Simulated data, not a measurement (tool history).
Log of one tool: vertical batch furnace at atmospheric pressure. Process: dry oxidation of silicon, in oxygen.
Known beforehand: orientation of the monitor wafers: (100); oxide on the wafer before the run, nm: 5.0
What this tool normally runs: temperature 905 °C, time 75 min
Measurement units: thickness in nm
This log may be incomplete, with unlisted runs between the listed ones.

run   hour  temperature   time  read-back reference wafer on the same gauge, thickness  thickness
  1      0          905   45.5                                                   24.92      19.67
  2    9.6          905   45.5                                                   24.91      19.67
  3   20.4          905     75                                                   24.91      26.27
  4   34.5          905     75                                                   24.89      26.31
  5   52.6          905     75                                                    24.9      26.42
  6   69.1          905     75                                                   24.89      26.33
  7   76.6          905     75                                                    24.9      26.38
  8   88.7          905     75                                                    24.9      26.31
  9    102          886     75                                                   24.91      22.15
 10  111.9          886     75                                                    24.9      22.23
     132.5  -- gauge calibrated
 11  144.3          886     75                                                   24.92      22.22
 12  159.4          905     75                                                    24.9      26.47
 13  219.2          905     75                                                   24.91      26.42
 14  232.5          905   64.5                                                   24.91       24.2
 15  249.9          905   64.5                                                    24.9      24.17
 16    265          905     75                                                   24.91      26.48
 17  285.3          905     75                                                   24.91      26.43
 18  295.3          905     75                                                   24.92      26.49
 19    303          905     75                                                    24.9      26.45
 20  310.8          924     75                                                   24.91      31.52
 21  322.6          905     75                                                   24.92      26.47
 22  343.2          914     75                                                   24.92      28.77
     370.3  -- thermocouples replaced and temperature profile calibrated
 23  370.8          905     75                                                   24.89       25.7
 24  375.7          893     61                                                   24.88      20.47
 25  386.1          915     75                                                    24.9      28.13
 26  398.4          919     75                                                    24.9       29.2
 27  405.8          884     75                                                    24.9      21.23
     437.4  -- boat lift adjusted
 28  437.9          887     54                                                   24.89      18.17
 29  442.8          885     75                                                   24.89      21.47
 30  449.8          914     87                                                   24.92      30.62
     452.6  -- gauge calibrated
 31  463.9          893     61                                                   24.92      20.49
 32  476.1          914  111.5                                                   24.89      35.74
 33  490.7          905     75                                                   24.89      25.73
 34  506.8          905  102.5                                                   24.91      31.18
 35  525.5          905     93                                                   24.91      29.28
 36    546          923     97                                                   24.91       35.7
 37  565.6          916  109.5                                                   24.91      36.09
 38  578.9          885     43                                                    24.9      15.77
 39  595.7          923   47.5                                                   24.89      23.02

State the hidden condition of the tool at each of the runs:
monitor wafer colder than the profiled boat position, K: 0 across all the runs
gauge reads high (%): 0 across all the runs
H1: true tube temperature minus thermocouple reading, K
run     H1
  1   2.83
  2   2.85
  3   2.88
  4   2.91
  5   2.96
  6      3
  7   3.02
  8   3.05
  9   3.08
 10   3.11
 11   3.19
 12   3.23
 13   3.39
 14   3.42
 15   3.47
 16   3.51
 17   3.57
 18   3.59
 19   3.62
 20   3.64
 21   3.67
 22   3.73
 23  0.469
 24  0.469
 25  0.469
 26  0.469
 27  0.469
 28  0.471
 29  0.472
 30  0.472
 31  0.473
 32  0.475
 33  0.477
 34  0.479
 35  0.482
 36  0.486
 37   0.49
 38  0.493
 39  0.497
